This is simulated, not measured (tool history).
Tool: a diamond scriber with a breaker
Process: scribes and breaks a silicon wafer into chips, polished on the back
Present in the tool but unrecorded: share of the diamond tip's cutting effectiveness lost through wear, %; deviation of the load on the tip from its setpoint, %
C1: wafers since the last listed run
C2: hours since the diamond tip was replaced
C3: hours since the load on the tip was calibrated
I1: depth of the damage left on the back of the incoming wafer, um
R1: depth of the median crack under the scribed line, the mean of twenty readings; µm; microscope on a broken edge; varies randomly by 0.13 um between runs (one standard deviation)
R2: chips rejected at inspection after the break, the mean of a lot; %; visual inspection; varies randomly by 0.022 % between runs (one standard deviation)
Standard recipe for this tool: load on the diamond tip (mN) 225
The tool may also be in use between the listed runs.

run 1 hour=0.0 | load_on_the_diamond_tip_(mN)=225 | C1=0 C2=211.3 C3=1256.2 | I1=0.03 | R1=13.63 R2=1.04
run 2 hour=37.2 | load_on_the_diamond_tip_(mN)=225 | C1=57 C2=248.5 C3=1293.4 | I1=0.02 | R1=13.68 R2=1.19
run 3 hour=94.7 | load_on_the_diamond_tip_(mN)=225 | C1=88 C2=306.0 C3=1350.9 | I1=0.04 | R1=13.35 R2=1.54
run 4 hour=194.2 | load_on_the_diamond_tip_(mN)=225 | C1=153 C2=405.5 C3=1450.4 | I1=0.03 | R1=12.85 R2=2.43
run 5 hour=238.6 | load_on_the_diamond_tip_(mN)=192 | C1=68 C2=449.9 C3=1494.8 | I1=0.01 | R1=11.40 R2=5.99
-- hour=270.4 diamond tip replaced by a new one
run 6 hour=296.5 | load_on_the_diamond_tip_(mN)=192 | C1=86 C2=26.1 C3=1552.7 | I1=0.04 | R1=12.39 R2=2.75
run 7 hour=370.2 | load_on_the_diamond_tip_(mN)=225 | C1=113 C2=99.8 C3=1626.4 | I1=0.03 | R1=13.75 R2=1.00
run 8 hour=407.5 | load_on_the_diamond_tip_(mN)=206 | C1=57 C2=137.1 C3=1663.7 | I1=0.02 | R1=13.12 R2=2.12
run 9 hour=491.2 | load_on_the_diamond_tip_(mN)=262 | C1=128 C2=220.8 C3=1747.4 | I1=0.02 | R1=14.70 R2=0.53
-- hour=560.8 load on the tip recalibrated
run 10 hour=575.3 | load_on_the_diamond_tip_(mN)=205 | C1=126 C2=304.9 C3=14.5 | I1=0.01 | R1=13.31 R2=1.56
run 11 hour=660.1 | load_on_the_diamond_tip_(mN)=190 | C1=130 C2=389.7 C3=99.3 | I1=0.04 | R1=12.45 R2=3.19
-- hour=712.2 diamond tip replaced by a new one
run 12 hour=712.7 | load_on_the_diamond_tip_(mN)=225 | C1=77 C2=0.5 C3=151.9 | I1=0.01 | R1=14.82 R2=0.52
run 13 hour=809.6 | load_on_the_diamond_tip_(mN)=177 | C1=149 C2=97.4 C3=248.8 | I1=0.03 | R1=12.71 R2=2.42
run 14 hour=877.3 | load_on_the_diamond_tip_(mN)=170 | C1=104 C2=165.1 C3=316.5 | I1=0.04 | R1=12.35 R2=3.51

Branching from run 14: 4 alternative next runs. What would each branch give?
run A hour=878.0 | load_on_the_diamond_tip_(mN)=225 | C1=1 C2=165.8 C3=317.2 | I1=0.03 | R1=? R2=?
run B hour=878.0 | load_on_the_diamond_tip_(mN)=174 | C1=1 C2=165.8 C3=317.2 | I1=0.03 | R1=? R2=?
run C hour=878.0 | load_on_the_diamond_tip_(mN)=288 | C1=1 C2=165.8 C3=317.2 | I1=0.03 | R1=? R2=?
run D hour=878.0 | load_on_the_diamond_tip_(mN)=272 | C1=1 C2=165.8 C3=317.2 | I1=0.03 | R1=? R2=?

run=A R1=14.54 R2=0.57
run=B R1=12.48 R2=3.13
run=C R1=16.91 R2=2.08
run=D R1=16.32 R2=1.37
Without the tool's unlogged condition, the same runs would have read:
run=A R1=14.82 R2=0.54
run=B R1=12.71 R2=2.60
run=C R1=17.23 R2=2.54
run=D R1=16.63 R2=1.72

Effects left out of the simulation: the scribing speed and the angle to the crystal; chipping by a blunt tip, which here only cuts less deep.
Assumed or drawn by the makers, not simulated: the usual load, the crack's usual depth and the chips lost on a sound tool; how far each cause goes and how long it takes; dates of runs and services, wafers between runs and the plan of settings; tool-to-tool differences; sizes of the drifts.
